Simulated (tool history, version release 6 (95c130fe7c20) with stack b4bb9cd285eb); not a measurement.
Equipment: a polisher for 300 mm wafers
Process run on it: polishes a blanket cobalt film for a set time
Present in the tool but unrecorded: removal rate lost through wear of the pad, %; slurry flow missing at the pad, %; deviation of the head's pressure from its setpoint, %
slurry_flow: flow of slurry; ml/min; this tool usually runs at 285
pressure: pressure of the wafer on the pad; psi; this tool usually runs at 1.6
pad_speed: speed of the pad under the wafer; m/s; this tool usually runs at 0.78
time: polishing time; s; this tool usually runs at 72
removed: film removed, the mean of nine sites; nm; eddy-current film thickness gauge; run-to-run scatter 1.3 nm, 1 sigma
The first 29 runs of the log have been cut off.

run	hour	slurry_flow	pressure	pad_speed	time	wafers since the last listed run	wafers polished on this pad	hours since the slurry nozzle was cleaned	hours since the head pressure was calibrated	incoming thickness of the incoming film, nm	removed
# hour 696.1: slurry nozzle cleaned
30	705.1	285	1.4	0.62	78	172	835	9.0	48.1	919.9	164.4
31	754.5	285	1.6	0.78	72	646	1481	58.4	97.5	916.9	201.0
32	788.4	285	1.6	0.78	72	443	1924	92.3	131.4	934.3	201.3
33	813.1	285	1.6	0.78	72	323	2247	117.0	156.1	928.7	199.5
34	834.3	285	1.6	0.92	66	277	2525	138.2	177.3	939.0	206.1
35	854.3	235	1.8	0.70	89	261	2786	158.2	197.3	917.0	249.3
# hour 879.6: worn pad replaced by a new one
36	951.6	285	1.6	0.78	82	1220	941	255.5	294.6	929.0	233.5
37	985.7	335	1.3	0.78	72	446	1387	289.6	328.7	929.8	164.9

4 ways to go on from here, each from the tool as it stands after run 37. What would each give?
A	986.1	285	1.1	0.78	72	5	1392	290.0	329.1	933.2	?
B	986.1	210	1.9	0.66	81	5	1392	290.0	329.1	933.2	?
C	986.1	255	2.1	0.78	72	5	1392	290.0	329.1	933.2	?
D	986.1	315	2.1	0.96	79	5	1392	290.0	329.1	933.2	?

run	removed
A	138.8
B	235.0
C	263.0
D	340.9
Had the tool no hidden state, the same runs would have come out as:
run	removed
A	141.9
B	240.2
C	268.8
D	348.4

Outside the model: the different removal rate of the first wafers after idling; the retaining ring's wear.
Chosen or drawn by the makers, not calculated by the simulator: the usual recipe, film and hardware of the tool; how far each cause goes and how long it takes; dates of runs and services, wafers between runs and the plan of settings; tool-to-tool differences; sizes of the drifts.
